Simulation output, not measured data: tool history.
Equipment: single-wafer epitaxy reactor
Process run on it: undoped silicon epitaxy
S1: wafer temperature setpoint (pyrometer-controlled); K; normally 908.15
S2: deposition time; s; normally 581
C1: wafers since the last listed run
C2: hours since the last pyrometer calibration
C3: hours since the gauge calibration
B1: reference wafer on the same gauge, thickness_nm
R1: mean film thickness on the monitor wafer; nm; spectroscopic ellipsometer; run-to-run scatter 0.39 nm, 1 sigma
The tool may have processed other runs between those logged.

run    day      S1   S2  C1     C2     C3      B1      R1
  1  0.000  908.15  581   0  863.5   96.1  65.996  68.356
  2  0.692  908.15  581  33  880.1  112.7  65.952  68.621
  3  1.083  908.15  581  19  889.5  122.1  65.828  68.077
  4  1.492  908.15  489  19  899.3  131.9  65.906  57.836
  5  2.075  908.15  581  28  913.3  145.9  65.837  67.522
  6  2.442  908.15  581  17  922.1  154.7  65.797  67.863
  7  3.075  908.15  581  30  937.3  169.9  65.871  67.787
     3.671  -- pyrometer calibrated
  8  3.692  908.15  581  13    0.5  184.7  65.883  74.574
  9  3.825  908.15  581   6    3.7  187.9  65.970  74.517
 10  4.262  908.15  581  21   14.2  198.4  66.011  74.692
     4.600  -- gauge calibrated
 11  5.000  912.15  627  36   31.9    9.6  65.899  87.116
 12  5.433  908.15  581  21   42.3   20.0  65.912  74.576
 13  6.038  898.15  581  29   56.8   34.5  65.775  60.709
 14  6.738  908.15  656  34   73.6   51.3  65.942  83.925
 15  7.158  913.15  661  20   83.7   61.4  65.934  93.013
 16  7.812  908.15  581  31   99.4   77.1  65.924  74.604
 17  8.254  900.15  505  21  110.0   87.7  65.906  55.179
 18  8.804  908.15  638  26  123.2  100.9  65.872  81.398
 19  9.158  896.15  581  17  131.7  109.4  65.918  58.284

Here are 3 independent what-if runs from the current tool condition. What would each one return?
  A  9.183  919.15  581   1  132.3  110.0   ?   ?
  B  9.183  904.15  481   1  132.3  110.0   ?   ?
  C  9.183  914.15  665   1  132.3  110.0   ?   ?

run      B1      R1
  A  65.996  91.126
  B  65.996  56.149
  C  65.996  94.612
With the hidden condition removed and each run's random variation left untouched, the same runs would have given:
run      R1
  A  91.590
  B  56.444
  C  95.098
